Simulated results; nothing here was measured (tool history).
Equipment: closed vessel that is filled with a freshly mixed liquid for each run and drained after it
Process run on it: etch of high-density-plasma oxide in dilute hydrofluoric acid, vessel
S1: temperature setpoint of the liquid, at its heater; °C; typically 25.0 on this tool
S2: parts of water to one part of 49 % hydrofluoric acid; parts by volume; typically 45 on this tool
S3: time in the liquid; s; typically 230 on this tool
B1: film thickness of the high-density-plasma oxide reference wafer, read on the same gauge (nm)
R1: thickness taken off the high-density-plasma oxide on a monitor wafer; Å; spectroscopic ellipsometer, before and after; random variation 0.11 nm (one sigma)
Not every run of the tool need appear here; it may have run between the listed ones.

run	hour	S1	S2	S3	B1	R1
1	0.0	25.0	45	230	39.99	321.2
2	34.1	25.0	45	230	40.00	320.3
3	65.0	25.0	45	230	39.99	320.1
4	130.0	25.0	60	190	40.00	196.0
5	195.3	25.0	60	190	40.01	195.8
6	265.1	27.5	45	230	39.99	359.9
7	298.4	27.5	45	230	40.01	360.0
# hour 302.9: hydrofluoric acid flow meter replaced
# hour 309.8: thermometer replaced
8	324.3	20.0	30	230	39.99	393.8
# hour 383.6: gauge calibrated
9	386.4	28.5	60	230	40.00	269.5
10	454.9	25.0	30	230	39.99	489.2
11	496.9	23.5	55	190	40.02	202.0
12	530.0	25.0	45	230	39.98	320.5
13	597.8	25.0	45	230	40.02	320.1

Run 14 is up next; what results do you expect?
14	653.2	22.5	45	145	?	?

B1: 40.00
R1: 183.2 Å
Were there no unlogged condition in the tool, this run, its random variation unchanged, would have produced R1 180.3 Å.
